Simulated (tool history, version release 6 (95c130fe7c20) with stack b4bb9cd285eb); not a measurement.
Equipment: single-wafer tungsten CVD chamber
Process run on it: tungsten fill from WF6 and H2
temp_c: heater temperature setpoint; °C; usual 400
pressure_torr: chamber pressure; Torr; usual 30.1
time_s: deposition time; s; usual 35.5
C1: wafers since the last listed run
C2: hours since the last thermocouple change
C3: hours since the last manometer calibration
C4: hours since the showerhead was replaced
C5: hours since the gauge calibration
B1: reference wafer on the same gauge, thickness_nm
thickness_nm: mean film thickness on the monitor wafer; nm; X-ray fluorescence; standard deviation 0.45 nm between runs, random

{"run": 1, "hour": 0.0, "temp_c": 400, "pressure_torr": 30.1, "time_s": 35.5, "C1": 0, "C2": 542.2, "C3": 386, "C4": 4926.3, "C5": 902.9, "B1": 99.866, "thickness_nm": 115.324}
{"run": 2, "hour": 87.1, "temp_c": 400, "pressure_torr": 32.1, "time_s": 35.5, "C1": 1425, "C2": 629.3, "C3": 473.1, "C4": 5013.4, "C5": 990, "B1": 100.079, "thickness_nm": 117.492}
{"run": 3, "hour": 176.1, "temp_c": 400, "pressure_torr": 25, "time_s": 35.5, "C1": 1456, "C2": 718.3, "C3": 562.1, "C4": 5102.4, "C5": 1079, "B1": 99.949, "thickness_nm": 103.242}
{"run": 4, "hour": 241.0, "temp_c": 400, "pressure_torr": 25, "time_s": 35.5, "C1": 1062, "C2": 783.2, "C3": 627, "C4": 5167.3, "C5": 1143.9, "B1": 99.93, "thickness_nm": 104.084}
{"run": 5, "hour": 347.5, "temp_c": 400, "pressure_torr": 30.1, "time_s": 35.5, "C1": 1742, "C2": 889.7, "C3": 733.5, "C4": 5273.8, "C5": 1250.4, "B1": 99.916, "thickness_nm": 113.417}
{"run": 6, "hour": 423.9, "temp_c": 400, "pressure_torr": 30.1, "time_s": 35.5, "C1": 1250, "C2": 966.1, "C3": 809.9, "C4": 5350.2, "C5": 1326.8, "B1": 99.953, "thickness_nm": 113.705}
{"hour": 425.4, "done": "gauge calibrated"}
{"run": 7, "hour": 481.3, "temp_c": 408, "pressure_torr": 30.1, "time_s": 35.5, "C1": 939, "C2": 1023.5, "C3": 867.3, "C4": 5407.6, "C5": 55.9, "B1": 100.021, "thickness_nm": 128.395}
{"run": 8, "hour": 588.2, "temp_c": 408, "pressure_torr": 30.1, "time_s": 35.5, "C1": 1749, "C2": 1130.4, "C3": 974.2, "C4": 5514.5, "C5": 162.8, "B1": 100.015, "thickness_nm": 128.968}
{"run": 9, "hour": 669.3, "temp_c": 408, "pressure_torr": 30.1, "time_s": 35.5, "C1": 1327, "C2": 1211.5, "C3": 1055.3, "C4": 5595.6, "C5": 243.9, "B1": 99.923, "thickness_nm": 128.847}
{"run": 10, "hour": 731.4, "temp_c": 400, "pressure_torr": 30.1, "time_s": 35.5, "C1": 1016, "C2": 1273.6, "C3": 1117.4, "C4": 5657.7, "C5": 306, "B1": 99.936, "thickness_nm": 113.711}
{"run": 11, "hour": 784.1, "temp_c": 406, "pressure_torr": 30.1, "time_s": 35.5, "C1": 862, "C2": 1326.3, "C3": 1170.1, "C4": 5710.4, "C5": 358.7, "B1": 100.016, "thickness_nm": 125.186}
{"run": 12, "hour": 879.9, "temp_c": 406, "pressure_torr": 30.1, "time_s": 35.5, "C1": 1567, "C2": 1422.1, "C3": 1265.9, "C4": 5806.2, "C5": 454.5, "B1": 99.934, "thickness_nm": 125.305}
{"run": 13, "hour": 974.3, "temp_c": 406, "pressure_torr": 30.1, "time_s": 35.5, "C1": 1544, "C2": 1516.5, "C3": 1360.3, "C4": 5900.6, "C5": 548.9, "B1": 99.892, "thickness_nm": 124.767}
{"run": 14, "hour": 1028.8, "temp_c": 400, "pressure_torr": 30.1, "time_s": 38.4, "C1": 891, "C2": 1571, "C3": 1414.8, "C4": 5955.1, "C5": 603.4, "B1": 99.968, "thickness_nm": 122.32}
{"run": 15, "hour": 1076.6, "temp_c": 400, "pressure_torr": 30.1, "time_s": 35.5, "C1": 782, "C2": 1618.8, "C3": 1462.6, "C4": 6002.9, "C5": 651.2, "B1": 99.943, "thickness_nm": 113.466}
{"run": 16, "hour": 1112.7, "temp_c": 386, "pressure_torr": 27.8, "time_s": 35.5, "C1": 590, "C2": 1654.9, "C3": 1498.7, "C4": 6039, "C5": 687.3, "B1": 100.021, "thickness_nm": 86.45}
{"run": 17, "hour": 1188.4, "temp_c": 400, "pressure_torr": 30.1, "time_s": 35.5, "C1": 1238, "C2": 1730.6, "C3": 1574.4, "C4": 6114.7, "C5": 763, "B1": 100.011, "thickness_nm": 113.562}
{"run": 18, "hour": 1251.4, "temp_c": 400, "pressure_torr": 30.1, "time_s": 35.5, "C1": 1031, "C2": 1793.6, "C3": 1637.4, "C4": 6177.7, "C5": 826, "B1": 99.954, "thickness_nm": 113.149}
{"run": 19, "hour": 1336.0, "temp_c": 414, "pressure_torr": 36, "time_s": 31.2, "C1": 1384, "C2": 1878.2, "C3": 1722, "C4": 6262.3, "C5": 910.6, "B1": 100.065, "thickness_nm": 134.426}
{"run": 20, "hour": 1376.9, "temp_c": 407, "pressure_torr": 30.1, "time_s": 35.5, "C1": 669, "C2": 1919.1, "C3": 1762.9, "C4": 6303.2, "C5": 951.5, "B1": 100.028, "thickness_nm": 126.349}
{"run": 21, "hour": 1430.2, "temp_c": 400, "pressure_torr": 30.1, "time_s": 35.5, "C1": 872, "C2": 1972.4, "C3": 1816.2, "C4": 6356.5, "C5": 1004.8, "B1": 99.996, "thickness_nm": 112.909}
{"hour": 1450.4, "done": "thermocouple changed; heater temperature recalibrated"}
{"hour": 1484.0, "done": "showerhead replaced"}
{"run": 22, "hour": 1484.5, "temp_c": 414, "pressure_torr": 30.1, "time_s": 35.5, "C1": 626, "C2": 34.1, "C3": 1870.5, "C4": 0.5, "C5": 1059.1, "B1": 100.05, "thickness_nm": 140.107}
{"run": 23, "hour": 1571.7, "temp_c": 394, "pressure_torr": 23.6, "time_s": 38, "C1": 1427, "C2": 121.3, "C3": 1957.7, "C4": 87.7, "C5": 1146.3, "B1": 100.051, "thickness_nm": 95.77}
{"hour": 1593.7, "done": "capacitance manometer re-zeroed and calibrated"}
{"hour": 1629.3, "done": "gauge calibrated"}
{"run": 24, "hour": 1652.7, "temp_c": 410, "pressure_torr": 25.4, "time_s": 33.2, "C1": 1194, "C2": 202.3, "C3": 59, "C4": 168.7, "C5": 23.4, "B1": 100.06, "thickness_nm": 116.056}
{"run": 25, "hour": 1757.1, "temp_c": 415, "pressure_torr": 25.8, "time_s": 35.5, "C1": 1708, "C2": 306.7, "C3": 163.4, "C4": 273.1, "C5": 127.8, "B1": 99.961, "thickness_nm": 133.88}
{"run": 26, "hour": 1799.7, "temp_c": 391, "pressure_torr": 30.1, "time_s": 35.5, "C1": 697, "C2": 349.3, "C3": 206, "C4": 315.7, "C5": 170.4, "B1": 99.943, "thickness_nm": 98.879}
{"run": 27, "hour": 1865.0, "temp_c": 406, "pressure_torr": 36.4, "time_s": 30.9, "C1": 1068, "C2": 414.6, "C3": 271.3, "C4": 381, "C5": 235.7, "B1": 99.932, "thickness_nm": 121.199}
{"run": 28, "hour": 1970.0, "temp_c": 391, "pressure_torr": 36.5, "time_s": 35.5, "C1": 1718, "C2": 519.6, "C3": 376.3, "C4": 486, "C5": 340.7, "B1": 99.951, "thickness_nm": 108.577}
{"run": 29, "hour": 2036.9, "temp_c": 400, "pressure_torr": 30.1, "time_s": 28.6, "C1": 1094, "C2": 586.5, "C3": 443.2, "C4": 552.9, "C5": 407.6, "B1": 100.002, "thickness_nm": 92.046}
{"run": 30, "hour": 2143.4, "temp_c": 392, "pressure_torr": 36.9, "time_s": 38.7, "C1": 1742, "C2": 693, "C3": 549.7, "C4": 659.4, "C5": 514.1, "B1": 99.895, "thickness_nm": 120.275}

A few steps of thickness_nm between consecutive runs. Split each: what settings, incoming material and random variation would produce without the hidden state, and what is left over for the hidden state, along with gauge scatter present in only one of the two compared results (measured, and without hidden state):
What the log doesn't record here: wafer temperature above the value expected at the setpoint (K); true pressure above the setpoint (%); gauge reads high (%).
Run 22 -> 23: temp_c 414 -> 394, pressure_torr 30.1 -> 23.6, time_s 35.5 -> 38. thickness_nm -44.337 nm: hidden state +1.34, all else -45.677.
Run 23 -> 24: temp_c 394 -> 410, pressure_torr 23.6 -> 25.4, time_s 38 -> 33.2, capacitance manometer re-zeroed and calibrated, gauge calibrated. thickness_nm +20.286 nm: hidden state +2.371, all else +17.915.
Run 25 -> 26: temp_c 415 -> 391, pressure_torr 25.8 -> 30.1. thickness_nm -35.001 nm: hidden state +0.208, all else -35.209.
Run 29 -> 30: temp_c 400 -> 392, pressure_torr 30.1 -> 36.9, time_s 28.6 -> 38.7. thickness_nm +28.229 nm: hidden state -0.895, all else +29.124.
